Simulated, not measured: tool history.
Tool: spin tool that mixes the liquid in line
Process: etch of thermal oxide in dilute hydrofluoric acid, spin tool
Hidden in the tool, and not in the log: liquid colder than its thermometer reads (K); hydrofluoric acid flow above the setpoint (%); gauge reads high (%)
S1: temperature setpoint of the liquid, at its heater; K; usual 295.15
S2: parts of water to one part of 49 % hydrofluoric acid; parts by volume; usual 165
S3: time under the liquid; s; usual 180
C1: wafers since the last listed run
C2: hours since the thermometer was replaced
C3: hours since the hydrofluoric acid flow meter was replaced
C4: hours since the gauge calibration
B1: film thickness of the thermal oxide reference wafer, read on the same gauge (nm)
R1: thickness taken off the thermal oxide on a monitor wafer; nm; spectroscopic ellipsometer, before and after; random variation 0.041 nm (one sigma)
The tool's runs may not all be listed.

run	hour	S1	S2	S3	C1	C2	C3	C4	B1	R1
1	0	295.15	165	180	0	1398.6	1698.4	399.6	40.022	4.607
2	30	295.15	115	180	220	1428.6	1728.4	429.6	39.994	6.866
3	65.2	295.15	115	180	258	1463.8	1763.6	464.8	39.997	6.799
4	89.7	295.15	205	180	179	1488.3	1788.1	489.3	40.024	3.564
5	105	295.15	205	180	112	1503.6	1803.4	504.6	39.998	3.563
6	121.5	295.15	205	180	121	1520.1	1819.9	521.1	40.008	3.529
7	140.8	295.15	165	180	141	1539.4	1839.2	540.4	39.994	4.582
8	168.9	295.15	165	180	206	1567.5	1867.3	568.5	39.987	4.608
9	189.6	295.15	165	180	151	1588.2	1888	589.2	39.992	4.566
10	270.4	295.15	165	180	593	1669	1968.8	670	39.997	4.497
11	289.4	295.15	165	180	139	1688	1987.8	689	40.007	4.464
# hour 298.1: thermometer replaced
12	315.6	295.15	165	180	184	17.5	2014	715.2	39.991	4.997
13	346.5	295.15	165	180	226	48.4	2044.9	746.1	39.988	5.102
14	366.8	295.15	165	225	149	68.7	2065.2	766.4	39.999	6.405
15	401.8	295.15	165	225	256	103.7	2100.2	801.4	39.993	6.234
16	416	295.15	165	225	104	117.9	2114.4	815.6	40.004	6.241
17	443.3	297.65	165	275	200	145.2	2141.7	842.9	40.007	8.458
18	460.9	295.15	165	180	129	162.8	2159.3	860.5	40.005	5.032
19	477	295.15	130	130	118	178.9	2175.4	876.6	39.992	4.686
20	494.2	295.15	165	180	126	196.1	2192.6	893.8	39.992	4.971
21	513.1	295.15	165	180	138	215	2211.5	912.7	40.009	5.138
22	536.3	293.15	165	265	170	238.2	2234.7	935.9	39.991	6.797

Run 23 comes next. What will it give?
# hour 552.3: hydrofluoric acid flow meter replaced
23	552.9	295.15	165	180	114	254.8	0.6	952.5	?	?

Run 23 gave B1 39.995, R1 4.411 nm.
Without the tool's hidden state the same run would have given R1 4.439 nm.

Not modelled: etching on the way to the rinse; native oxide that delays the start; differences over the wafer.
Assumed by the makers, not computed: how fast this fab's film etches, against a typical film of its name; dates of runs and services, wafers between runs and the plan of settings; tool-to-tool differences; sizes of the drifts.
